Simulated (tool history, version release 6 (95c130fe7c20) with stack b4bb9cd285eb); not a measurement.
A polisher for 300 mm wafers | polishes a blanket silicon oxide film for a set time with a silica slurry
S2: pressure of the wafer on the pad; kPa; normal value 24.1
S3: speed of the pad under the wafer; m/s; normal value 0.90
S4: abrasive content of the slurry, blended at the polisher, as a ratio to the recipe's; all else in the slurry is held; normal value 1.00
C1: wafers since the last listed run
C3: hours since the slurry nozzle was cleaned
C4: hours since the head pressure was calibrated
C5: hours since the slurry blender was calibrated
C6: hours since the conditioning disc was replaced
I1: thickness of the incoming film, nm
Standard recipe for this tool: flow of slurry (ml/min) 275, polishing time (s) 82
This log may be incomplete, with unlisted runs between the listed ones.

Run 1, day 0.000: usual settings but S3 1.06 m/s; C1 0; wafers polished on this pad 2150; C3 645.7; C4 593.9; C5 365.8; C6 93.3; I1 1323.9. Result: film removed (angstrom) 2141.
At day 0.996: slurry blender recalibrated.
At day 2.654: worn pad replaced by a new one.
Run 2, day 2.742: usual settings; C1 646; wafers polished on this pad 22; C3 711.5; C4 659.7; C5 41.9; C6 159.1; I1 1347.1. Result: film removed (angstrom) 1924.
At day 4.875: slurry nozzle cleaned.
Run 3, day 5.121: usual settings; C1 606; wafers polished on this pad 629; C3 5.9; C4 716.8; C5 99.0; C6 216.2; I1 1320.0. Result: film removed (angstrom) 2022.
At day 5.821: conditioning disc replaced and pad reconditioned.
Run 4, day 9.054: usual settings; C1 999; wafers polished on this pad 1628; C3 100.3; C4 811.2; C5 193.4; C6 77.6; I1 1347.3. Result: film removed (angstrom) 2073.
Run 5, day 11.183: usual settings; C1 552; wafers polished on this pad 2181; C3 151.4; C4 862.3; C5 244.5; C6 128.7; I1 1297.8. Result: film removed (angstrom) 2051.
At day 13.804: worn pad replaced by a new one.
Run 6, day 14.983: usual settings but polishing time (s) 68; C1 943; wafers polished on this pad 306; C3 242.6; C4 953.5; C5 335.7; C6 219.9; I1 1318.9. Result: film removed (angstrom) 1667.
Run 7, day 17.962: usual settings; C1 773; wafers polished on this pad 1079; C3 314.1; C4 1025.0; C5 407.2; C6 291.4; I1 1340.9. Result: film removed (angstrom) 2032.
At day 18.442: conditioning disc replaced and pad reconditioned.
At day 18.658: slurry blender recalibrated.
Run 8, day 20.662: usual settings; C1 657; wafers polished on this pad 1737; C3 378.9; C4 1089.8; C5 48.1; C6 53.3; I1 1306.2. Result: film removed (angstrom) 2001.
Run 9, day 22.404: usual settings; C1 452; wafers polished on this pad 2189; C3 420.7; C4 1131.6; C5 89.9; C6 95.1; I1 1317.3. Result: film removed (angstrom) 1953.
At day 24.771: worn pad replaced by a new one.
Run 10, day 26.038: usual settings; C1 900; wafers polished on this pad 329; C3 507.9; C4 1218.8; C5 177.1; C6 182.3; I1 1303.6. Result: film removed (angstrom) 1948.
At day 26.896: head pressure recalibrated.
Run 11, day 28.429: usual settings but S3 1.04 m/s, S4 0.90; C1 599; wafers polished on this pad 928; C3 565.3; C4 36.8; C5 234.5; C6 239.7; I1 1306.3. Result: film removed (angstrom) 2030.
At day 28.546: conditioning disc replaced and pad reconditioned.
At day 31.729: slurry nozzle cleaned.
Run 12, day 31.750: usual settings but S3 0.72 m/s, polishing time (s) 98; C1 829; wafers polished on this pad 1758; C3 0.5; C4 116.5; C5 314.2; C6 76.9; I1 1332.5. Result: film removed (angstrom) 2161.
At day 34.825: slurry blender recalibrated.
Run 13, day 35.292: usual settings; C1 897; wafers polished on this pad 2656; C3 85.5; C4 201.5; C5 11.2; C6 161.9; I1 1300.8. Result: film removed (angstrom) 2052.
At day 37.075: worn pad replaced by a new one.
Run 14, day 38.454: usual settings but S3 1.14 m/s, S4 0.70, polishing time (s) 109; C1 777; wafers polished on this pad 358; C3 161.4; C4 277.4; C5 87.1; C6 237.8; I1 1314.1. Result: film removed (angstrom) 2549.
At day 40.875: conditioning disc replaced and pad reconditioned.
Run 15, day 42.150: usual settings; C1 938; wafers polished on this pad 1296; C3 250.1; C4 366.1; C5 175.8; C6 30.6; I1 1317.3. Result: film removed (angstrom) 2037.
Run 16, day 45.483: usual settings but polishing time (s) 103; C1 865; wafers polished on this pad 2162; C3 330.1; C4 446.1; C5 255.8; C6 110.6; I1 1319.4. Result: film removed (angstrom) 2525.
Run 17, day 49.900: usual settings but polishing time (s) 95; C1 1146; wafers polished on this pad 3308; C3 436.1; C4 552.1; C5 361.8; C6 216.6; I1 1324.1. Result: film removed (angstrom) 2344.
At day 50.079: worn pad replaced by a new one.
At day 50.692: conditioning disc replaced and pad reconditioned.
At day 50.700: slurry blender recalibrated.
Run 18, day 53.562: usual settings but S2 31.0 kPa, S3 1.22 m/s, S4 1.20, polishing time (s) 70; C1 883; wafers polished on this pad 880; C3 524.0; C4 640.0; C5 68.7; C6 68.9; I1 1306.3. Result: film removed (angstrom) 2893.
Run 19, day 55.271: usual settings but S2 30.3 kPa, S3 0.74 m/s; C1 443; wafers polished on this pad 1324; C3 565.0; C4 681.0; C5 109.7; C6 109.9; I1 1315.2. Result: film removed (angstrom) 2195.
Run 20, day 56.950: usual settings but flow of slurry (ml/min) 245; C1 436; wafers polished on this pad 1760; C3 605.3; C4 721.3; C5 150.0; C6 150.2; I1 1317.6. Result: film removed (angstrom) 1950.

Each row is a separate what-if for the run after 20, all from the same tool condition, not one after another. Results?
Run A, day 56.971: usual settings but flow of slurry (ml/min) 300; C1 5; wafers polished on this pad 1765; C3 605.8; C4 721.8; C5 150.5; C6 150.7; I1 1319.1. Result: film removed (angstrom) ?.
Run B, day 56.971: usual settings but flow of slurry (ml/min) 365, S2 20.0 kPa, polishing time (s) 108; C1 5; wafers polished on this pad 1765; C3 605.8; C4 721.8; C5 150.5; C6 150.7; I1 1319.1. Result: film removed (angstrom) ?.
Run C, day 56.971: usual settings but S2 19.3 kPa, S3 0.72 m/s; C1 5; wafers polished on this pad 1765; C3 605.8; C4 721.8; C5 150.5; C6 150.7; I1 1319.1. Result: film removed (angstrom) ?.
Run D, day 56.971: usual settings but S3 0.58 m/s; C1 5; wafers polished on this pad 1765; C3 605.8; C4 721.8; C5 150.5; C6 150.7; I1 1319.1. Result: film removed (angstrom) ?.
Run E, day 56.971: usual settings but flow of slurry (ml/min) 190, S2 20.7 kPa, S4 1.25, polishing time (s) 75; C1 5; wafers polished on this pad 1765; C3 605.8; C4 721.8; C5 150.5; C6 150.7; I1 1319.1. Result: film removed (angstrom) ?.

run  film removed (angstrom)
  A                     2011
  B                     2244
  C                     1402
  D                     1562
  E                     1637
Stripped of hidden state, with their random variation kept, the same runs would have yielded:
run  film removed (angstrom)
  A                     2098
  B                     2325
  C                     1467
  D                     1636
  E                     1744

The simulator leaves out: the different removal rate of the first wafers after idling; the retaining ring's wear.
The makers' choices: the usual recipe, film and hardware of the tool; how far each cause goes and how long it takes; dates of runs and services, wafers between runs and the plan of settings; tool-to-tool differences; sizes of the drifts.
